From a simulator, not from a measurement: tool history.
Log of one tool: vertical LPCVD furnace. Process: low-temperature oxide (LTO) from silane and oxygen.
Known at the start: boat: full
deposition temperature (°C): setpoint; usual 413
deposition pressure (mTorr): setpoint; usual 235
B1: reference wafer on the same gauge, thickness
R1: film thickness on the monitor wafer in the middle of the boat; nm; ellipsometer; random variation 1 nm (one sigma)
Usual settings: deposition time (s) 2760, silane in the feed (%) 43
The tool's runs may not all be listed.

run 1 hour=0 | deposition_temperature_(°C)=413 deposition_pressure_(mTorr)=215 deposition_time_(s)=2760 silane_in_the_feed_(%)=43 | B1=593.41 | R1=486.24
run 2 hour=22.8 | deposition_temperature_(°C)=413 deposition_pressure_(mTorr)=215 deposition_time_(s)=2760 silane_in_the_feed_(%)=43 | B1=593.15 | R1=484.22
run 3 hour=54.5 | deposition_temperature_(°C)=413 deposition_pressure_(mTorr)=220 deposition_time_(s)=2760 silane_in_the_feed_(%)=43 | B1=592.9 | R1=496.26
run 4 hour=72.3 | deposition_temperature_(°C)=413 deposition_pressure_(mTorr)=220 deposition_time_(s)=2760 silane_in_the_feed_(%)=43 | B1=592.64 | R1=496.04
run 5 hour=103.9 | deposition_temperature_(°C)=413 deposition_pressure_(mTorr)=235 deposition_time_(s)=2760 silane_in_the_feed_(%)=43 | B1=593.34 | R1=531.71
run 6 hour=125.3 | deposition_temperature_(°C)=413 deposition_pressure_(mTorr)=235 deposition_time_(s)=2760 silane_in_the_feed_(%)=43 | B1=592.93 | R1=530.94
run 7 hour=153.3 | deposition_temperature_(°C)=413 deposition_pressure_(mTorr)=235 deposition_time_(s)=2760 silane_in_the_feed_(%)=43 | B1=593.15 | R1=530.41
run 8 hour=174.2 | deposition_temperature_(°C)=419 deposition_pressure_(mTorr)=235 deposition_time_(s)=2760 silane_in_the_feed_(%)=43 | B1=593.1 | R1=563.37
run 9 hour=186.5 | deposition_temperature_(°C)=413 deposition_pressure_(mTorr)=190 deposition_time_(s)=3510 silane_in_the_feed_(%)=43 | B1=593.01 | R1=537.97
run 10 hour=216.8 | deposition_temperature_(°C)=413 deposition_pressure_(mTorr)=190 deposition_time_(s)=3510 silane_in_the_feed_(%)=43 | B1=593.35 | R1=539.06
-- hour=282 gauge calibrated
-- hour=293.4 silane flow controller replaced
-- hour=293.9 thermocouples replaced and temperature profile calibrated
run 11 hour=306.6 | deposition_temperature_(°C)=413 deposition_pressure_(mTorr)=235 deposition_time_(s)=2760 silane_in_the_feed_(%)=43 | B1=592.99 | R1=528.74
run 12 hour=325.9 | deposition_temperature_(°C)=413 deposition_pressure_(mTorr)=235 deposition_time_(s)=2760 silane_in_the_feed_(%)=43 | B1=593.04 | R1=531.5
-- hour=354.7 pressure gauge zeroed
run 13 hour=355.4 | deposition_temperature_(°C)=413 deposition_pressure_(mTorr)=235 deposition_time_(s)=2760 silane_in_the_feed_(%)=43 | B1=593.33 | R1=555.27
run 14 hour=374.5 | deposition_temperature_(°C)=413 deposition_pressure_(mTorr)=235 deposition_time_(s)=2760 silane_in_the_feed_(%)=43 | B1=593.09 | R1=553.05
run 15 hour=401.6 | deposition_temperature_(°C)=408 deposition_pressure_(mTorr)=235 deposition_time_(s)=2760 silane_in_the_feed_(%)=43 | B1=593.04 | R1=526.01
run 16 hour=427.1 | deposition_temperature_(°C)=424 deposition_pressure_(mTorr)=280 deposition_time_(s)=2760 silane_in_the_feed_(%)=37 | B1=593.06 | R1=623.73
run 17 hour=439.3 | deposition_temperature_(°C)=418 deposition_pressure_(mTorr)=210 deposition_time_(s)=2310 silane_in_the_feed_(%)=50 | B1=593.17 | R1=496.54
run 18 hour=460.1 | deposition_temperature_(°C)=421 deposition_pressure_(mTorr)=210 deposition_time_(s)=2760 silane_in_the_feed_(%)=43 | B1=593.11 | R1=535.04
run 19 hour=489.8 | deposition_temperature_(°C)=413 deposition_pressure_(mTorr)=235 deposition_time_(s)=3270 silane_in_the_feed_(%)=36 | B1=593.45 | R1=533.93
run 20 hour=508.6 | deposition_temperature_(°C)=413 deposition_pressure_(mTorr)=235 deposition_time_(s)=2760 silane_in_the_feed_(%)=43 | B1=592.78 | R1=552.61
run 21 hour=532.6 | deposition_temperature_(°C)=403 deposition_pressure_(mTorr)=190 deposition_time_(s)=3330 silane_in_the_feed_(%)=50 | B1=592.98 | R1=560.35
run 22 hour=583.1 | deposition_temperature_(°C)=413 deposition_pressure_(mTorr)=235 deposition_time_(s)=2760 silane_in_the_feed_(%)=43 | B1=592.99 | R1=552.37
run 23 hour=605.1 | deposition_temperature_(°C)=417 deposition_pressure_(mTorr)=235 deposition_time_(s)=3480 silane_in_the_feed_(%)=46 | B1=592.96 | R1=773.3
run 24 hour=630.7 | deposition_temperature_(°C)=425 deposition_pressure_(mTorr)=190 deposition_time_(s)=2370 silane_in_the_feed_(%)=43 | B1=593.06 | R1=431.31
run 25 hour=662.8 | deposition_temperature_(°C)=413 deposition_pressure_(mTorr)=235 deposition_time_(s)=2760 silane_in_the_feed_(%)=43 | B1=593.13 | R1=553.36
run 26 hour=688.5 | deposition_temperature_(°C)=403 deposition_pressure_(mTorr)=235 deposition_time_(s)=2760 silane_in_the_feed_(%)=43 | B1=592.81 | R1=495.65

4 ways to go on from here, each from the tool as it stands after run 26. What would each give?
run A hour=693.2 | deposition_temperature_(°C)=413 deposition_pressure_(mTorr)=235 deposition_time_(s)=2760 silane_in_the_feed_(%)=43 | B1=? | R1=?
run B hour=693.2 | deposition_temperature_(°C)=413 deposition_pressure_(mTorr)=235 deposition_time_(s)=3060 silane_in_the_feed_(%)=43 | B1=? | R1=?
run C hour=693.2 | deposition_temperature_(°C)=421 deposition_pressure_(mTorr)=215 deposition_time_(s)=3780 silane_in_the_feed_(%)=49 | B1=? | R1=?
run D hour=693.2 | deposition_temperature_(°C)=413 deposition_pressure_(mTorr)=235 deposition_time_(s)=2460 silane_in_the_feed_(%)=36 | B1=? | R1=?

run=A B1=592.75 R1=551.32
run=B B1=592.75 R1=611.25
run=C B1=592.75 R1=842.31
run=D B1=592.75 R1=399.59
Without the tool's hidden state the same runs would have given:
run=A R1=556.61
run=B R1=617.11
run=C R1=851.14
run=D R1=403.42
